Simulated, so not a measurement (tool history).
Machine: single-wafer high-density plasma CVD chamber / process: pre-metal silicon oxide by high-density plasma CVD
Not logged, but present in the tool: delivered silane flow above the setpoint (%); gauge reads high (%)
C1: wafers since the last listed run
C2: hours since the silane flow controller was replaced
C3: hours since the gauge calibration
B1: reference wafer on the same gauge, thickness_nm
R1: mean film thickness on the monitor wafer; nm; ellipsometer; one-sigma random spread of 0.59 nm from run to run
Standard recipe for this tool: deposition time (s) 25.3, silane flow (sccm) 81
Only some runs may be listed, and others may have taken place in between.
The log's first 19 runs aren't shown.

At hour 969.3: silane flow controller replaced.
Run 20, hour 981.3: usual settings; C1 847; C2 12.0; C3 176.2; B1 168.443. Result: R1 194.154 nm.
Run 21, hour 1010.9: usual settings; C1 858; C2 41.6; C3 205.8; B1 168.966. Result: R1 194.430 nm.
Run 22, hour 1036.7: usual settings; C1 748; C2 67.4; C3 231.6; B1 168.881. Result: R1 194.929 nm.
Run 23, hour 1095.1: usual settings but deposition time (s) 23.8, silane flow (sccm) 85; C1 1694; C2 125.8; C3 290.0; B1 168.842. Result: R1 190.650 nm.
Run 24, hour 1165.6: usual settings but deposition time (s) 21.8; C1 2045; C2 196.3; C3 360.5; B1 169.305. Result: R1 167.875 nm.
Run 25, hour 1229.8: usual settings; C1 1862; C2 260.5; C3 424.7; B1 169.561. Result: R1 195.822 nm.
Run 26, hour 1254.8: usual settings but deposition time (s) 27.4, silane flow (sccm) 88; C1 725; C2 285.5; C3 449.7; B1 169.501. Result: R1 226.661 nm.
Run 27, hour 1324.6: usual settings but deposition time (s) 28.6, silane flow (sccm) 67; C1 2025; C2 355.3; C3 519.5; B1 169.889. Result: R1 190.337 nm.
Run 28, hour 1359.9: usual settings but deposition time (s) 22.9, silane flow (sccm) 89; C1 1024; C2 390.6; C3 554.8; B1 169.845. Result: R1 192.356 nm.
Run 29, hour 1528.3: usual settings; C1 4885; C2 559.0; C3 723.2; B1 170.140. Result: R1 196.288 nm.
Run 30, hour 1622.3: usual settings but deposition time (s) 29.5, silane flow (sccm) 70; C1 2727; C2 653.0; C3 817.2; B1 170.489. Result: R1 204.561 nm.

Run 31 comes next. What will it give?
Run 31, hour 1689.8: usual settings but deposition time (s) 26.7, silane flow (sccm) 90; C1 1958; C2 720.5; C3 884.7; B1 ?. Result: R1 ?.

B1: 170.574
R1: 226.952 nm
With no hidden state in the tool, this same run would have given R1 223.607 nm.
